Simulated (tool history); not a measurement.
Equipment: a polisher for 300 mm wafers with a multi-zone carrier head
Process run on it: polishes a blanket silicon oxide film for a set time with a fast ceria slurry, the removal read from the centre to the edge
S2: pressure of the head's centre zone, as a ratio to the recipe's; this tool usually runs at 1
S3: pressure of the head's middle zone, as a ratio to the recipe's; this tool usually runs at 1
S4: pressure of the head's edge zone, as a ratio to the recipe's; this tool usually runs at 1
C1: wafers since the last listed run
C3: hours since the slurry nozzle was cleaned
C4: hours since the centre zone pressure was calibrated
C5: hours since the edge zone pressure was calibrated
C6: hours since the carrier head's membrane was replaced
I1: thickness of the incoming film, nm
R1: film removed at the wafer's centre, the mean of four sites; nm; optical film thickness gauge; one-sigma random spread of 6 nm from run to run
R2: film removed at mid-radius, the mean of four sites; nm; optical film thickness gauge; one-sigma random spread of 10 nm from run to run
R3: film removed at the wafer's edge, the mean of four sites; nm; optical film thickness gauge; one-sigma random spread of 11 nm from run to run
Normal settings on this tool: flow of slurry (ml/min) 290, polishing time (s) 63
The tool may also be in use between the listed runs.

Run 1, hour 0: usual settings; C1 0; wafers polished on this pad 308; C3 232.1; C4 1090.4; C5 592.1; C6 1253.4; I1 3023.7. Result: R1 994.7 nm, R2 896.9 nm, R3 945.5 nm.
Run 2, hour 62.5: usual settings; C1 409; wafers polished on this pad 717; C3 294.6; C4 1152.9; C5 654.6; C6 1315.9; I1 2968.2. Result: R1 990.3 nm, R2 917.5 nm, R3 951.3 nm.
At hour 98.6: carrier head's membrane replaced by a new one.
Run 3, hour 158.7: usual settings; C1 597; wafers polished on this pad 1314; C3 390.8; C4 1249.1; C5 750.8; C6 60.1; I1 2982.4. Result: R1 983.1 nm, R2 896.7 nm, R3 937 nm.
Run 4, hour 211.4: usual settings; C1 344; wafers polished on this pad 1659; C3 443.5; C4 1301.8; C5 803.5; C6 112.8; I1 2990.5. Result: R1 970.1 nm, R2 913.1 nm, R3 944.6 nm.
Run 5, hour 306.5: usual settings; C1 622; wafers polished on this pad 2282; C3 538.6; C4 1396.9; C5 898.6; C6 207.9; I1 2977. Result: R1 968.5 nm, R2 892.6 nm, R3 927.8 nm.
At hour 320.6: centre zone pressure recalibrated.
Run 6, hour 389.5: usual settings but S2 0.9; C1 530; wafers polished on this pad 2812; C3 621.6; C4 68.9; C5 981.6; C6 290.9; I1 2973.9. Result: R1 829.6 nm, R2 876 nm, R3 914.4 nm.
At hour 448.6: worn pad replaced by a new one.
At hour 484.7: slurry nozzle cleaned.
Run 7, hour 489.1: usual settings but S3 1.07, S4 0.93; C1 619; wafers polished on this pad 258; C3 4.4; C4 168.5; C5 1081.2; C6 390.5; I1 3016.8. Result: R1 972.4 nm, R2 971.9 nm, R3 918.9 nm.
Run 8, hour 547.1: usual settings but S3 0.89, polishing time (s) 70; C1 379; wafers polished on this pad 638; C3 62.4; C4 226.5; C5 1139.2; C6 448.5; I1 3053.2. Result: R1 1079.8 nm, R2 933.1 nm, R3 1087.6 nm.
Run 9, hour 593.1: usual settings but S2 0.96, S3 1.11; C1 301; wafers polished on this pad 939; C3 108.4; C4 272.5; C5 1185.2; C6 494.5; I1 2974.2. Result: R1 932.5 nm, R2 998.4 nm, R3 958.7 nm.
Run 10, hour 672.6: usual settings but flow of slurry (ml/min) 205; C1 520; wafers polished on this pad 1459; C3 187.9; C4 352; C5 1264.7; C6 574; I1 3053.9. Result: R1 929.1 nm, R2 874.4 nm, R3 893.3 nm.
Run 11, hour 727.9: usual settings but flow of slurry (ml/min) 230; C1 362; wafers polished on this pad 1821; C3 243.2; C4 407.3; C5 1320; C6 629.3; I1 3006.1. Result: R1 931.2 nm, R2 856 nm, R3 914.9 nm.
Run 12, hour 782.4: usual settings but S4 1.09; C1 356; wafers polished on this pad 2178; C3 297.7; C4 461.8; C5 1374.5; C6 683.8; I1 3042.7. Result: R1 955.6 nm, R2 903.5 nm, R3 957.3 nm.
Run 13, hour 889: usual settings; C1 697; wafers polished on this pad 2876; C3 404.3; C4 568.4; C5 1481.1; C6 790.4; I1 3005.3. Result: R1 942.7 nm, R2 887.1 nm, R3 913.9 nm.
At hour 894.9: edge zone pressure recalibrated.
Run 14, hour 930.1: usual settings but flow of slurry (ml/min) 190, S2 0.89, S4 0.92, polishing time (s) 50; C1 255; wafers polished on this pad 3132; C3 445.4; C4 609.5; C5 35.2; C6 831.5; I1 2991.8. Result: R1 616.1 nm, R2 640.3 nm, R3 672.6 nm.
Run 15, hour 979: usual settings but S2 1.07; C1 320; wafers polished on this pad 3452; C3 494.3; C4 658.4; C5 84.1; C6 880.4; I1 3005.3. Result: R1 967.8 nm, R2 851.2 nm, R3 875.2 nm.
At hour 991: worn pad replaced by a new one.
Run 16, hour 1017: usual settings but S3 1.08; C1 222; wafers polished on this pad 169; C3 532.3; C4 696.4; C5 122.1; C6 918.4; I1 3039.8. Result: R1 982.3 nm, R2 990.3 nm, R3 940.4 nm.
Run 17, hour 1054.7: usual settings but S3 1.12; C1 246; wafers polished on this pad 416; C3 570; C4 734.1; C5 159.8; C6 956.1; I1 3032. Result: R1 994.4 nm, R2 1005.1 nm, R3 938.4 nm.
Run 18, hour 1109: usual settings but S3 1.04, polishing time (s) 42; C1 355; wafers polished on this pad 772; C3 624.3; C4 788.4; C5 214.1; C6 1010.4; I1 2945.6. Result: R1 659.8 nm, R2 631.7 nm, R3 630.2 nm.
Run 19, hour 1179: usual settings but S3 0.9; C1 458; wafers polished on this pad 1230; C3 694.3; C4 858.4; C5 284.1; C6 1080.4; I1 2995.3. Result: R1 989.6 nm, R2 834.9 nm, R3 939.3 nm.
Run 20, hour 1272.7: usual settings; C1 613; wafers polished on this pad 1843; C3 788; C4 952.1; C5 377.8; C6 1174.1; I1 3009.9. Result: R1 975.1 nm, R2 911.6 nm, R3 945.5 nm.
At hour 1294.8: slurry nozzle cleaned.
Run 21, hour 1339.9: usual settings; C1 433; wafers polished on this pad 2277; C3 45.1; C4 1019.3; C5 445; C6 1241.3; I1 3020.1. Result: R1 958.9 nm, R2 889.5 nm, R3 906.2 nm.
Run 22, hour 1379.2: usual settings but flow of slurry (ml/min) 260, S2 0.89, S3 1.1, polishing time (s) 84; C1 257; wafers polished on this pad 2534; C3 84.4; C4 1058.6; C5 484.3; C6 1280.6; I1 2962.3. Result: R1 1113.6 nm, R2 1270.7 nm, R3 1216.1 nm.
At hour 1444.7: carrier head's membrane replaced by a new one.
Run 23, hour 1450.9: usual settings but S3 0.94, polishing time (s) 82; C1 436; wafers polished on this pad 2971; C3 156.1; C4 1130.3; C5 556; C6 6.2; I1 2992.3. Result: R1 1220.4 nm, R2 1095.3 nm, R3 1180.8 nm.

3 options for the next run, each taken on its own from the tool as it stands now. Forecast them:
Run A, hour 1451.3: usual settings; C1 2; wafers polished on this pad 2973; C3 156.5; C4 1130.7; C5 556.4; C6 6.6; I1 2982. Result: R1 ?, R2 ?, R3 ?.
Run B, hour 1451.3: usual settings but flow of slurry (ml/min) 335, S2 0.92, S3 0.94; C1 2; wafers polished on this pad 2973; C3 156.5; C4 1130.7; C5 556.4; C6 6.6; I1 2982. Result: R1 ?, R2 ?, R3 ?.
Run C, hour 1451.3: usual settings but S4 0.97; C1 2; wafers polished on this pad 2973; C3 156.5; C4 1130.7; C5 556.4; C6 6.6; I1 2982. Result: R1 ?, R2 ?, R3 ?.

run     R1     R2     R3
  A  941.6  891.2    896
  B  879.5  858.8  906.7
  C  941.6  891.2  888.1
The same runs, with their run-to-run variation unchanged, on a tool lacking any hidden condition would have given:
run     R1     R2     R3
  A  970.1  943.6  948.5
  B    906  909.3  959.9
  C  970.1  943.6  940.2

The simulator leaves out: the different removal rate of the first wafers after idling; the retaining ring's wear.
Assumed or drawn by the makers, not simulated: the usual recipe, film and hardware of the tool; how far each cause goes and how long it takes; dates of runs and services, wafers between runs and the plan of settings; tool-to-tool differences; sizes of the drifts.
